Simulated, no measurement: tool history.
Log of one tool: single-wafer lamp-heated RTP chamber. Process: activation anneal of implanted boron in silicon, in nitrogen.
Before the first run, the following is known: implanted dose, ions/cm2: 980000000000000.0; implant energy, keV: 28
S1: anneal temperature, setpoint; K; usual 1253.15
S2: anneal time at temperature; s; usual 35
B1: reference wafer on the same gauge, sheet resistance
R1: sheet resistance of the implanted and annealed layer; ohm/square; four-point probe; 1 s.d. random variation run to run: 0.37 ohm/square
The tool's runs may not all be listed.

run 1 day=0.000 | S1=1253.15 S2=35 | B1=128.05 | R1=121.00
run 2 day=1.183 | S1=1253.15 S2=35 | B1=128.04 | R1=121.08
run 3 day=3.912 | S1=1253.15 S2=35 | B1=128.02 | R1=121.93
run 4 day=4.725 | S1=1253.15 S2=35 | B1=128.00 | R1=121.26
run 5 day=5.538 | S1=1253.15 S2=35 | B1=127.92 | R1=121.30
run 6 day=6.225 | S1=1253.15 S2=46 | B1=128.01 | R1=119.85
run 7 day=6.825 | S1=1266.15 S2=35 | B1=128.00 | R1=116.21
run 8 day=7.908 | S1=1253.15 S2=35 | B1=128.01 | R1=121.41
-- day=8.912 pyrometer window cleaned and pyrometer calibrated
run 9 day=8.933 | S1=1253.15 S2=35 | B1=128.06 | R1=121.73
run 10 day=9.812 | S1=1253.15 S2=35 | B1=128.09 | R1=121.19
run 11 day=10.954 | S1=1253.15 S2=35 | B1=127.98 | R1=121.52
-- day=12.029 gauge calibrated
run 12 day=12.217 | S1=1228.15 S2=52 | B1=128.07 | R1=137.11
run 13 day=13.333 | S1=1230.15 S2=16 | B1=127.98 | R1=152.37
run 14 day=14.383 | S1=1231.15 S2=22 | B1=127.98 | R1=146.01
run 15 day=15.692 | S1=1253.15 S2=35 | B1=127.87 | R1=121.37
run 16 day=16.812 | S1=1253.15 S2=46 | B1=127.99 | R1=120.28
-- day=17.692 reflector plate cleaned
run 17 day=18.229 | S1=1263.15 S2=28 | B1=128.04 | R1=118.04
run 18 day=19.250 | S1=1228.15 S2=52 | B1=128.01 | R1=137.09
-- day=20.096 pyrometer window cleaned and pyrometer calibrated
run 19 day=20.117 | S1=1223.15 S2=46 | B1=128.02 | R1=145.57
run 20 day=22.354 | S1=1269.15 S2=28 | B1=128.01 | R1=116.00
run 21 day=23.479 | S1=1243.15 S2=35 | B1=128.02 | R1=128.04
run 22 day=24.696 | S1=1237.15 S2=23 | B1=127.93 | R1=137.70

Branching from run 22: 3 alternative next runs. What would each branch give?
run A day=24.712 | S1=1261.15 S2=35 | B1=? | R1=?
run B day=24.712 | S1=1233.15 S2=42 | B1=? | R1=?
run C day=24.712 | S1=1253.15 S2=49 | B1=? | R1=?

run=A B1=127.97 R1=118.84
run=B B1=127.97 R1=135.92
run=C B1=127.97 R1=120.75
With no hidden state in the tool, these same runs would have given:
run=A R1=118.84
run=B R1=135.92
run=C R1=120.75

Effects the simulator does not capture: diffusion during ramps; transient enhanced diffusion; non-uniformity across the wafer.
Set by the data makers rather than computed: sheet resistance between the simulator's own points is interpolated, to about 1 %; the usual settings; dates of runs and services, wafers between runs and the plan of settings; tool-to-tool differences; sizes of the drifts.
